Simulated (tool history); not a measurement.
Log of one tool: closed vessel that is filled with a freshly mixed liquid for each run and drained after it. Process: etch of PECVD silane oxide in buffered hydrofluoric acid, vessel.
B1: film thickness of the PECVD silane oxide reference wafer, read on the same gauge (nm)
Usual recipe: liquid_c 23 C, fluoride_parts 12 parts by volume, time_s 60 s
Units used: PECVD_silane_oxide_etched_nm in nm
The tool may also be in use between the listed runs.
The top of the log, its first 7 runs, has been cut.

{"run": 8, "day": 4.117, "liquid_c": 23, "fluoride_parts": 12, "time_s": 60, "B1": 100.02, "PECVD_silane_oxide_etched_nm": 193.96}
{"run": 9, "day": 4.7, "liquid_c": 23, "fluoride_parts": 12, "time_s": 60, "B1": 99.97, "PECVD_silane_oxide_etched_nm": 193.1}
{"run": 10, "day": 5.162, "liquid_c": 23, "fluoride_parts": 14.5, "time_s": 60, "B1": 100, "PECVD_silane_oxide_etched_nm": 161.07}
{"run": 11, "day": 5.45, "liquid_c": 23, "fluoride_parts": 14.5, "time_s": 60, "B1": 99.96, "PECVD_silane_oxide_etched_nm": 164.91}
{"day": 5.8, "done": "gauge calibrated"}
{"run": 12, "day": 6.521, "liquid_c": 23, "fluoride_parts": 14.5, "time_s": 60, "B1": 99.99, "PECVD_silane_oxide_etched_nm": 161.37}
{"run": 13, "day": 6.788, "liquid_c": 23, "fluoride_parts": 12, "time_s": 60, "B1": 99.98, "PECVD_silane_oxide_etched_nm": 196.8}
{"run": 14, "day": 7.238, "liquid_c": 23, "fluoride_parts": 12, "time_s": 60, "B1": 99.96, "PECVD_silane_oxide_etched_nm": 196.46}
{"run": 15, "day": 7.679, "liquid_c": 23, "fluoride_parts": 12, "time_s": 75, "B1": 100.02, "PECVD_silane_oxide_etched_nm": 246.59}
{"run": 16, "day": 7.954, "liquid_c": 23, "fluoride_parts": 15, "time_s": 35, "B1": 100.02, "PECVD_silane_oxide_etched_nm": 93.37}
{"run": 17, "day": 8.642, "liquid_c": 18, "fluoride_parts": 16, "time_s": 95, "B1": 99.97, "PECVD_silane_oxide_etched_nm": 180.66}
{"day": 9.279, "done": "thermometer replaced"}
{"day": 9.708, "done": "hydrofluoric acid flow meter replaced"}
{"run": 18, "day": 9.833, "liquid_c": 26, "fluoride_parts": 13.5, "time_s": 75, "B1": 100, "PECVD_silane_oxide_etched_nm": 273.33}
{"run": 19, "day": 10.225, "liquid_c": 23, "fluoride_parts": 12, "time_s": 60, "B1": 100.02, "PECVD_silane_oxide_etched_nm": 207.16}
{"run": 20, "day": 10.796, "liquid_c": 23, "fluoride_parts": 14.5, "time_s": 60, "B1": 99.98, "PECVD_silane_oxide_etched_nm": 173.78}
{"run": 21, "day": 11.238, "liquid_c": 23, "fluoride_parts": 15, "time_s": 70, "B1": 100.01, "PECVD_silane_oxide_etched_nm": 194.51}
{"run": 22, "day": 11.942, "liquid_c": 23, "fluoride_parts": 12, "time_s": 60, "B1": 100, "PECVD_silane_oxide_etched_nm": 211.15}
{"run": 23, "day": 12.417, "liquid_c": 27, "fluoride_parts": 10, "time_s": 50, "B1": 100.01, "PECVD_silane_oxide_etched_nm": 248.67}
{"run": 24, "day": 13.0, "liquid_c": 23, "fluoride_parts": 10, "time_s": 60, "B1": 99.98, "PECVD_silane_oxide_etched_nm": 239.2}
{"day": 13.05, "done": "hydrofluoric acid flow meter replaced, repeated, since the last time left the tool worse"}
{"run": 25, "day": 13.571, "liquid_c": 23, "fluoride_parts": 8.5, "time_s": 60, "B1": 100.03, "PECVD_silane_oxide_etched_nm": 247.65}
{"run": 26, "day": 14.054, "liquid_c": 23, "fluoride_parts": 12, "time_s": 60, "B1": 100.02, "PECVD_silane_oxide_etched_nm": 184.31}
{"run": 27, "day": 14.762, "liquid_c": 21, "fluoride_parts": 14, "time_s": 35, "B1": 99.99, "PECVD_silane_oxide_etched_nm": 81.21}
{"run": 28, "day": 15.117, "liquid_c": 19.5, "fluoride_parts": 16.5, "time_s": 60, "B1": 99.99, "PECVD_silane_oxide_etched_nm": 109.91}
{"run": 29, "day": 15.796, "liquid_c": 21.5, "fluoride_parts": 16, "time_s": 75, "B1": 100.01, "PECVD_silane_oxide_etched_nm": 158.56}
{"run": 30, "day": 16.508, "liquid_c": 26, "fluoride_parts": 12, "time_s": 60, "B1": 99.98, "PECVD_silane_oxide_etched_nm": 215.21}
{"run": 31, "day": 16.758, "liquid_c": 26, "fluoride_parts": 10.5, "time_s": 60, "B1": 100.01, "PECVD_silane_oxide_etched_nm": 245.68}
{"run": 32, "day": 17.425, "liquid_c": 23, "fluoride_parts": 16, "time_s": 60, "B1": 100.02, "PECVD_silane_oxide_etched_nm": 140.29}

Each row is a separate what-if for the run after 32, all from the same tool condition, not one after another. Results?
{"run": "A", "day": 17.454, "liquid_c": 20, "fluoride_parts": 12, "time_s": 60, "B1": "?", "PECVD_silane_oxide_etched_nm": "?"}
{"run": "B", "day": 17.454, "liquid_c": 26, "fluoride_parts": 17, "time_s": 30, "B1": "?", "PECVD_silane_oxide_etched_nm": "?"}
{"run": "C", "day": 17.454, "liquid_c": 25.5, "fluoride_parts": 15, "time_s": 75, "B1": "?", "PECVD_silane_oxide_etched_nm": "?"}
{"run": "D", "day": 17.454, "liquid_c": 25, "fluoride_parts": 14.5, "time_s": 30, "B1": "?", "PECVD_silane_oxide_etched_nm": "?"}

run=A B1=100 PECVD_silane_oxide_etched_nm=155.17
run=B B1=100 PECVD_silane_oxide_etched_nm=76.66
run=C B1=100 PECVD_silane_oxide_etched_nm=210.95
run=D B1=100 PECVD_silane_oxide_etched_nm=84.9
What these runs would have given with no unlogged condition in the tool:
run=A PECVD_silane_oxide_etched_nm=153.31
run=B PECVD_silane_oxide_etched_nm=75.74
run=C PECVD_silane_oxide_etched_nm=208.42
run=D PECVD_silane_oxide_etched_nm=83.89
